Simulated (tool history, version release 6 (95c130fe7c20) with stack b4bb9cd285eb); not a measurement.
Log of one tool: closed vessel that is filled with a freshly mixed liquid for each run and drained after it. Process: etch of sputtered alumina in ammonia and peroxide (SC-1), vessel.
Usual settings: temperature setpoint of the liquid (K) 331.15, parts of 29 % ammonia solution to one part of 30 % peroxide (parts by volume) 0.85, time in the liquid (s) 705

run     day  temperature setpoint of the liquid (K)  parts of 29 % ammonia solution to one part of 30 % peroxide (parts by volume)  time in the liquid (s)  read-back film thickness of the sputtered alumina reference wafer, read on the same gauge (nm)  thickness taken off the sputtered alumina on a monitor wafer (nm)
  1   0.000                                  326.15                                                                           0.85                     705                                                                                           79.95                                                              35.13
  2   0.571                                  331.15                                                                           0.85                     705                                                                                           80.02                                                              44.86
  3   1.267                                  331.15                                                                           0.85                     705                                                                                           80.00                                                              45.46
  4   1.867                                  331.15                                                                           0.70                    1005                                                                                           79.99                                                              63.50
  5   3.225                                  331.15                                                                           0.70                    1005                                                                                           79.99                                                              63.96
  6   4.142                                  331.15                                                                           0.85                     705                                                                                           80.00                                                              45.08
  7   4.812                                  331.15                                                                           0.85                     875                                                                                           80.00                                                              56.90
  8   5.679                                  331.15                                                                           0.85                     875                                                                                           79.98                                                              56.54
  9   6.479                                  331.15                                                                           0.85                     875                                                                                           79.99                                                              55.46
      7.046  -- ammonia flow meter replaced
 10   7.742                                  331.15                                                                           0.85                     705                                                                                           80.03                                                              45.32
 11   8.946                                  331.15                                                                           0.75                    1025                                                                                           80.01                                                              64.44
 12  10.017                                  336.15                                                                           1.20                     970                                                                                           80.00                                                              83.43
 13  10.908                                  336.15                                                                           0.85                     435                                                                                           80.02                                                              35.75
     12.479  -- thermometer replaced
 14  14.796                                  331.15                                                                           0.85                    1010                                                                                           80.01                                                              60.15
 15  15.312                                  331.15                                                                           0.85                     705                                                                                           79.95                                                              42.50
     17.704  -- thermometer replaced, repeated, since the last time left the tool worse
 16  17.808                                  331.15                                                                           0.85                     705                                                                                           79.99                                                              48.77
 17  18.317                                  331.15                                                                           0.65                    1020                                                                                           80.00                                                              69.62
 18  19.533                                  331.15                                                                           0.65                     425                                                                                           79.99                                                              28.64
     19.608  -- new drum of ammonia solution connected
 19  20.679                                  331.15                                                                           0.85                     705                                                                                           79.99                                                              48.82
     21.021  -- gauge calibrated
 20  21.483                                  323.65                                                                           0.60                     985                                                                                           80.03                                                              44.29
 21  25.296                                  336.15                                                                           1.00                     705                                                                                           80.00                                                              63.55
 22  25.812                                  322.65                                                                           0.75                     495                                                                                           80.01                                                              21.36
 23  26.529                                  337.15                                                                           0.85                     705                                                                                           80.05                                                              65.32
 24  27.279                                  331.15                                                                           0.85                    1035                                                                                           80.04                                                              72.86
 25  28.129                                  331.15                                                                           0.85                     705                                                                                           79.97                                                              48.26
 26  28.638                                  331.15                                                                           0.85                     705                                                                                           80.03                                                              49.12
 27  29.904                                  331.15                                                                           0.85                     350                                                                                           80.03                                                              24.15

5 ways to go on from here, each from the tool as it stands after run 27. What would each give?
  A  29.938                                  331.15                                                                           0.85                     370                                                                                               ?                                                                  ?
  B  29.938                                  331.15                                                                           0.85                     570                                                                                               ?                                                                  ?
  C  29.938                                  322.15                                                                           0.85                     365                                                                                               ?                                                                  ?
  D  29.938                                  338.15                                                                           0.85                     705                                                                                               ?                                                                  ?
  E  29.938                                  331.15                                                                           1.20                     580                                                                                               ?                                                                  ?

run  read-back film thickness of the sputtered alumina reference wafer, read on the same gauge (nm)  thickness taken off the sputtered alumina on a monitor wafer (nm)
  A                                                                                           80.05                                                              25.28
  B                                                                                           80.05                                                              38.94
  C                                                                                           80.05                                                              15.36
  D                                                                                           80.05                                                              68.80
  E                                                                                           80.05                                                              40.95
Without the tool's hidden state the same runs would have given:
run  thickness taken off the sputtered alumina on a monitor wafer (nm)
  A                                                              25.76
  B                                                              39.68
  C                                                              15.67
  D                                                              70.05
  E                                                              41.72

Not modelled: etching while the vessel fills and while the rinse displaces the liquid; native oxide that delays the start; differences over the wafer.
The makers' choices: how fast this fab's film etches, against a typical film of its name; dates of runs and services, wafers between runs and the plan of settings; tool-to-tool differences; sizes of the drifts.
